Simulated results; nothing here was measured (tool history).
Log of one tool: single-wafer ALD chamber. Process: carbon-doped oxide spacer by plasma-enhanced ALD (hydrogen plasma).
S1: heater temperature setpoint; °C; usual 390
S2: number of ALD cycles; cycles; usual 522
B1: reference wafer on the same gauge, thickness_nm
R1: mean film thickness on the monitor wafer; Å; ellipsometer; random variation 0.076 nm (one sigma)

{"run": 1, "day": 0.0, "S1": 390, "S2": 489, "B1": 21.697, "R1": 233.85}
{"run": 2, "day": 1.15, "S1": 390, "S2": 489, "B1": 21.707, "R1": 232.61}
{"run": 3, "day": 3.938, "S1": 381, "S2": 522, "B1": 21.704, "R1": 248.61}
{"run": 4, "day": 6.15, "S1": 398, "S2": 522, "B1": 21.702, "R1": 249.69}
{"run": 5, "day": 13.325, "S1": 390, "S2": 522, "B1": 21.715, "R1": 248.6}
{"run": 6, "day": 15.667, "S1": 390, "S2": 522, "B1": 21.726, "R1": 248.71}
{"run": 7, "day": 18.55, "S1": 390, "S2": 522, "B1": 21.697, "R1": 247.04}
{"run": 8, "day": 20.304, "S1": 390, "S2": 522, "B1": 21.696, "R1": 248.07}
{"run": 9, "day": 22.425, "S1": 390, "S2": 522, "B1": 21.727, "R1": 248.8}
{"run": 10, "day": 23.846, "S1": 390, "S2": 522, "B1": 21.697, "R1": 248.41}
{"run": 11, "day": 26.246, "S1": 386, "S2": 522, "B1": 21.688, "R1": 247.53}
{"run": 12, "day": 28.671, "S1": 386, "S2": 522, "B1": 21.675, "R1": 249.04}
{"run": 13, "day": 34.554, "S1": 397, "S2": 569, "B1": 21.681, "R1": 270.17}
{"run": 14, "day": 37.05, "S1": 390, "S2": 522, "B1": 21.685, "R1": 249.15}
{"run": 15, "day": 39.692, "S1": 402, "S2": 491, "B1": 21.708, "R1": 232.12}
{"run": 16, "day": 41.954, "S1": 384, "S2": 437, "B1": 21.721, "R1": 208.86}
{"run": 17, "day": 44.508, "S1": 390, "S2": 522, "B1": 21.69, "R1": 248.24}
{"run": 18, "day": 47.162, "S1": 390, "S2": 600, "B1": 21.692, "R1": 286.31}
{"run": 19, "day": 50.004, "S1": 385, "S2": 439, "B1": 21.707, "R1": 209.68}
{"run": 20, "day": 52.417, "S1": 390, "S2": 522, "B1": 21.697, "R1": 247.12}
{"run": 21, "day": 55.333, "S1": 397, "S2": 458, "B1": 21.705, "R1": 218.72}
{"run": 22, "day": 56.867, "S1": 381, "S2": 425, "B1": 21.717, "R1": 203.08}
{"run": 23, "day": 58.225, "S1": 390, "S2": 522, "B1": 21.71, "R1": 247.73}
{"run": 24, "day": 60.533, "S1": 405, "S2": 564, "B1": 21.714, "R1": 264.8}
{"run": 25, "day": 62.062, "S1": 390, "S2": 522, "B1": 21.706, "R1": 248.21}
{"run": 26, "day": 64.317, "S1": 379, "S2": 522, "B1": 21.695, "R1": 250.83}
{"run": 27, "day": 66.475, "S1": 385, "S2": 474, "B1": 21.687, "R1": 225.64}

Not shown: 3 entries that the log had between the listed runs. Between which runs, and how does the tool's hidden state differ before and after?
Between runs 3 and 4: gauge calibrated (day 6.083)
  no hidden state differs between the two runs
Between runs 12 and 13: thermocouple changed; heater temperature recalibrated (day 32.042)
  no hidden state differs between the two runs
Between runs 16 and 17: gauge calibrated (day 43.625)
  no hidden state differs between the two runs
